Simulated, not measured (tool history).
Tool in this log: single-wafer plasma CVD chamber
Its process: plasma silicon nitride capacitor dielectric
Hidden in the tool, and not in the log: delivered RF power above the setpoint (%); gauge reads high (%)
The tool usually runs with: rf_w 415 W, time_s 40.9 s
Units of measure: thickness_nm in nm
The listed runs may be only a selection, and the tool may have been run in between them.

run	hour	rf_w	time_s	wafers since the last listed run	hours since the last RF generator calibration	hours since the showerhead was replaced	hours since the gauge calibration	read-back reference wafer on the same gauge, thickness_nm	thickness_nm
1	0	415	40.9	0	1336.6	7532.1	93.7	74.786	61.789
2	12.8	415	40.9	315	1349.4	7544.9	106.5	74.805	61.972
3	29.1	415	40.9	402	1365.7	7561.2	122.8	74.806	61.91
4	37.2	415	40.9	199	1373.8	7569.3	130.9	74.791	61.711
5	50.9	415	40.9	337	1387.5	7583	144.6	74.817	61.817
6	60	395	40.9	224	1396.6	7592.1	153.7	74.809	60.824
7	88.8	415	38.1	710	1425.4	7620.9	182.5	74.802	57.538
8	97.9	470	40.9	224	1434.5	7630	191.6	74.821	64.378
9	105.8	470	40.9	194	1442.4	7637.9	199.5	74.806	64.549
# hour 132.6: showerhead replaced
# hour 135.4: gauge calibrated
10	144.6	470	40.9	759	1481.2	12	9.2	74.775	64.52
# hour 160.8: RF generator calibrated
11	161.3	415	40.9	214	0.5	28.7	25.9	74.797	63.791
12	172.9	415	40.9	286	12.1	40.3	37.5	74.8	63.79
13	188.1	470	40.9	374	27.3	55.5	52.7	74.815	66.541
14	199.3	360	34.6	276	38.5	66.7	63.9	74.799	51.327
15	208	370	35.4	214	47.2	75.4	72.6	74.794	52.997
16	219.8	465	35.7	291	59	87.2	84.4	74.821	57.828
17	238.3	445	36.4	456	77.5	105.7	102.9	74.817	58.21
18	249	395	40.9	263	88.2	116.4	113.6	74.802	62.498
19	262.1	340	48.9	323	101.3	129.5	126.7	74.769	70.797
20	271.8	385	40.9	239	111	139.2	136.4	74.798	61.929

Below are 5 alternative next runs, each starting from the tool's condition after run 20. Predict each:
A	272.2	415	33.3	9	111.4	139.6	136.8	?	?
B	272.2	395	37.6	9	111.4	139.6	136.8	?	?
C	272.2	380	33.9	9	111.4	139.6	136.8	?	?
D	272.2	355	45.5	9	111.4	139.6	136.8	?	?
E	272.2	450	46.9	9	111.4	139.6	136.8	?	?

run	read-back reference wafer on the same gauge, thickness_nm	thickness_nm
A	74.817	51.673
B	74.817	57.336
C	74.817	50.986
D	74.817	66.777
E	74.817	74.866
Stripped of hidden state, with their random variation kept, the same runs would have yielded:
run	thickness_nm
A	51.834
B	57.515
C	51.145
D	66.985
E	75.099
